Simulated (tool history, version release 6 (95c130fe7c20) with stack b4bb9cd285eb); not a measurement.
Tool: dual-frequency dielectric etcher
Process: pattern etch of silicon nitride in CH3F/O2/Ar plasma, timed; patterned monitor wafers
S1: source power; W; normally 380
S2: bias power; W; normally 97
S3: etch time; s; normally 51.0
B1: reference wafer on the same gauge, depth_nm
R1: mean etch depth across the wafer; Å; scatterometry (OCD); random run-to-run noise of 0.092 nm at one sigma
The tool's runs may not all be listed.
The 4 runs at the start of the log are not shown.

Run 5, day 6.062: usual settings; B1 39.53. Result: R1 343.3 Å.
Run 6, day 8.800: usual settings; B1 39.50. Result: R1 344.5 Å.
Run 7, day 11.746: usual settings; B1 39.51. Result: R1 344.2 Å.
Run 8, day 13.692: usual settings but S2 80 W; B1 39.50. Result: R1 333.3 Å.
At day 15.762: upper electrode replaced, of another model than before.
At day 16.608: wet clean of the chamber.
Run 9, day 16.629: usual settings but S2 80 W; B1 39.48. Result: R1 324.9 Å.
Run 10, day 18.204: usual settings but S1 440 W, S2 89 W; B1 39.52. Result: R1 342.8 Å.
At day 19.704: source power generator calibrated.
Run 11, day 20.792: usual settings but S1 450 W, S2 116 W, S3 62.5 s; B1 39.51. Result: R1 453.0 Å.
Run 12, day 23.338: usual settings but S1 460 W, S2 83 W, S3 57.0 s; B1 39.51. Result: R1 379.0 Å.
At day 23.775: bias power generator calibrated.
Run 13, day 25.504: usual settings but S1 480 W, S2 84 W, S3 38.5 s; B1 39.53. Result: R1 261.5 Å.
Run 14, day 28.212: usual settings but S1 460 W, S2 83 W, S3 36.0 s; B1 39.47. Result: R1 240.7 Å.
Run 15, day 31.042: usual settings but S1 470 W, S2 90 W, S3 66.0 s; B1 39.50. Result: R1 454.8 Å.
Run 16, day 33.221: usual settings but S1 420 W, S2 86 W, S3 42.0 s; B1 39.51. Result: R1 279.6 Å.
At day 36.808: wet clean of the chamber.
Run 17, day 36.829: usual settings; B1 39.51. Result: R1 342.3 Å.
Run 18, day 38.421: usual settings; B1 39.48. Result: R1 344.1 Å.
Run 19, day 40.042: usual settings; B1 39.49. Result: R1 343.2 Å.
Run 20, day 42.558: usual settings but S1 440 W, S2 111 W, S3 58.0 s; B1 39.52. Result: R1 414.1 Å.
Run 21, day 45.025: usual settings; B1 39.46. Result: R1 343.4 Å.
Run 22, day 47.700: usual settings; B1 39.47. Result: R1 344.6 Å.

Run 23 comes next. What will it give?
Run 23, day 48.929: usual settings but S2 87 W, S3 62.0 s; B1 ?. Result: R1 ?.

{"run 23": {"B1": 39.51, "R1": 406.3}}
Without the tool's hidden state the same run would have given R1 402.0 Å.

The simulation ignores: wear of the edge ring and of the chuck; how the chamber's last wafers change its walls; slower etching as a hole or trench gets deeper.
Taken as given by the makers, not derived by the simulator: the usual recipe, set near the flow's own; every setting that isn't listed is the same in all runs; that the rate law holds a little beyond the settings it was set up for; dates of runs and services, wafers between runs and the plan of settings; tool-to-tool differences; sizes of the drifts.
